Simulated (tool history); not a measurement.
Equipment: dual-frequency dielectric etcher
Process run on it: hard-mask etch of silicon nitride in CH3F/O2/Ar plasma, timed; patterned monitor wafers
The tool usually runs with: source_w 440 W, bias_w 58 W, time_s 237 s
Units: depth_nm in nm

| run | hour | source_w | bias_w | time_s | read-back reference wafer on the same gauge, depth_nm | depth_nm |
|---|---|---|---|---|---|---|
| 1 | 0 | 440 | 58 | 237 | 164 | 148.3 |
| 2 | 86.9 | 440 | 58 | 256 | 164 | 157.6 |
|  | 117.2 | upper electrode replaced |
| 3 | 126.3 | 440 | 58 | 237 | 164 | 146.9 |
| 4 | 198.1 | 440 | 58 | 237 | 164 | 145.6 |
| 5 | 223.5 | 440 | 58 | 237 | 164.1 | 145.2 |
| 6 | 350.1 | 440 | 58 | 237 | 164 | 143.9 |
| 7 | 400.4 | 440 | 51 | 237 | 164.1 | 138 |
|  | 424.5 | wet clean of the chamber |
| 8 | 463.7 | 410 | 45 | 182 | 164.1 | 103.7 |
| 9 | 518.7 | 440 | 46 | 237 | 164 | 139.8 |
|  | 548.5 | source power generator calibrated |
| 10 | 574.3 | 390 | 58 | 237 | 163.9 | 140.7 |
| 11 | 633.7 | 440 | 65 | 182 | 164 | 117.2 |
|  | 644.8 | bias power generator calibrated |
| 12 | 663.3 | 490 | 58 | 289.5 | 164.1 | 185.1 |
|  | 670.1 | gauge calibrated |
| 13 | 721.9 | 370 | 58 | 237 | 164 | 134 |
|  | 901.3 | wet clean of the chamber |
| 14 | 919.8 | 440 | 58 | 207 | 164.1 | 128.5 |
| 15 | 1071.5 | 440 | 58 | 237 | 164 | 146.6 |
| 16 | 1128.1 | 470 | 45 | 167 | 164 | 97.8 |
| 17 | 1177.5 | 440 | 52 | 169 | 164 | 99.8 |
| 18 | 1230.1 | 440 | 58 | 237 | 164 | 143.5 |
| 19 | 1273.2 | 360 | 58 | 237 | 164.1 | 131.4 |
| 20 | 1314.8 | 440 | 51 | 237 | 164 | 138.3 |
| 21 | 1376 | 440 | 65 | 182 | 164.1 | 113.4 |
| 22 | 1408.4 | 400 | 58 | 174.5 | 164 | 100.2 |
|  | 1437.2 | wet clean of the chamber |
| 23 | 1437.7 | 390 | 58 | 237 | 164 | 139.7 |
| 24 | 1461.1 | 500 | 54 | 204 | 163.9 | 132 |
| 25 | 1495.4 | 440 | 69 | 237 | 163.9 | 155.3 |
| 26 | 1543.2 | 540 | 58 | 237 | 164 | 160.1 |
| 27 | 1571.9 | 540 | 58 | 237 | 164 | 160 |
| 28 | 1617.2 | 340 | 70 | 237 | 164 | 138.3 |
| 29 | 1643 | 400 | 63 | 182 | 164 | 110.6 |

What the log doesn't show, run by run:
source power that arrives over what is set, %: 0 on each run
gauge reads high (%): 0 on each run
H1: etch rate over this chamber's usual, %
H2: bias power that arrives over what is set, %
| run | H1 | H2 |
|---|---|---|
| 1 | -0.621 | 4.7 |
| 2 | -1.29 | 4.77 |
| 3 | -1.6 | 4.79 |
| 4 | -2.16 | 4.84 |
| 5 | -2.35 | 4.86 |
| 6 | -3.33 | 4.93 |
| 7 | -3.72 | 4.96 |
| 8 | 0.395 | 4.99 |
| 9 | -0.0312 | 5.01 |
| 10 | -0.462 | 5.03 |
| 11 | -0.922 | 5.06 |
| 12 | -1.15 | -0.47 |
| 13 | -1.6 | -0.133 |
| 14 | -0.087 | 0.849 |
| 15 | -1.26 | 1.46 |
| 16 | -1.7 | 1.67 |
| 17 | -2.08 | 1.83 |
| 18 | -2.49 | 2 |
| 19 | -2.82 | 2.13 |
| 20 | -3.15 | 2.25 |
| 21 | -3.62 | 2.42 |
| 22 | -3.87 | 2.5 |
| 23 | 0.128 | 2.57 |
| 24 | -0.0529 | 2.63 |
| 25 | -0.319 | 2.71 |
| 26 | -0.689 | 2.81 |
| 27 | -0.911 | 2.87 |
| 28 | -1.26 | 2.97 |
| 29 | -1.46 | 3.02 |
